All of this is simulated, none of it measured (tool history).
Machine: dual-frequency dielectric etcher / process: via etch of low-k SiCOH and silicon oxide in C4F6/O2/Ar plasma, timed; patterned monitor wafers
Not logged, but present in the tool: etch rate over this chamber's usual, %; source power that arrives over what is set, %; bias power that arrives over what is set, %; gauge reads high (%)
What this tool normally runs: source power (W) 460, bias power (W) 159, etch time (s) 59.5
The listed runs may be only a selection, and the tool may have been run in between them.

run,day,source power (W),bias power (W),etch time (s),wafers since the last listed run,hours since the last wet clean,hours since the last source power generator calibration,hours since the last bias power generator calibration,hours since the last upper electrode change,hours since the gauge calibration,"read-back reference wafer on the same gauge, depth_nm",mean etch depth across the wafer (nm)
1,0.000,460,171,59.5,0,456.8,4099.3,1565.2,4036.6,647.3,159.1,197.1
2,1.892,460,171,59.5,418,502.2,4144.7,1610.6,4082.0,692.7,158.8,197.1
# day 2.900: wet clean of the chamber
3,5.721,460,171,59.5,625,67.7,4236.6,1702.5,4173.9,784.6,159.1,187.4
4,9.692,460,178,59.5,878,163.0,4331.9,1797.8,4269.2,879.9,159.0,192.4
5,13.721,460,178,59.5,890,259.7,4428.6,1894.5,4365.9,976.6,158.9,197.4
# day 15.654: gauge calibrated
6,16.942,460,159,59.5,712,337.0,4505.9,1971.8,4443.2,30.9,159.0,187.4
# day 17.996: upper electrode replaced
7,19.029,390,175,59.5,240,387.1,4556.0,2021.9,24.8,81.0,159.2,184.2
# day 22.304: bias power generator calibrated
# day 22.462: wet clean of the chamber
8,22.588,460,142,59.5,715,3.0,4641.4,6.8,110.2,166.4,158.9,173.2
9,24.908,460,159,59.5,513,58.7,4697.1,62.5,165.9,222.1,158.5,179.5
10,27.862,410,187,59.5,653,129.6,4768.0,133.4,236.8,293.0,158.9,188.4
11,30.083,530,139,50.5,491,182.9,4821.3,186.7,290.1,346.3,159.3,153.9
12,34.367,390,175,59.5,947,285.7,4924.1,289.5,392.9,449.1,158.6,183.6
# day 34.658: source power generator calibrated
13,36.188,460,159,64.5,365,329.4,36.7,333.2,436.6,492.8,159.3,201.8
14,40.208,550,128,51.5,889,425.9,133.2,429.7,533.1,589.3,159.0,156.9
15,42.242,530,136,54.0,449,474.7,182.0,478.5,581.9,638.1,159.0,168.0
# day 44.508: wet clean of the chamber
16,45.233,460,171,59.5,440,17.4,253.8,550.3,653.7,709.9,158.9,187.0

Run 17, settings as shown, results not yet in. Your forecast:
17,46.833,430,125,41.5,353,55.8,292.2,588.7,692.1,748.3,?,?

read-back reference wafer on the same gauge, depth_nm: 158.8
mean etch depth across the wafer (nm): 112.0
With no hidden state in the tool, this same run would have given mean etch depth across the wafer (nm) 110.8.

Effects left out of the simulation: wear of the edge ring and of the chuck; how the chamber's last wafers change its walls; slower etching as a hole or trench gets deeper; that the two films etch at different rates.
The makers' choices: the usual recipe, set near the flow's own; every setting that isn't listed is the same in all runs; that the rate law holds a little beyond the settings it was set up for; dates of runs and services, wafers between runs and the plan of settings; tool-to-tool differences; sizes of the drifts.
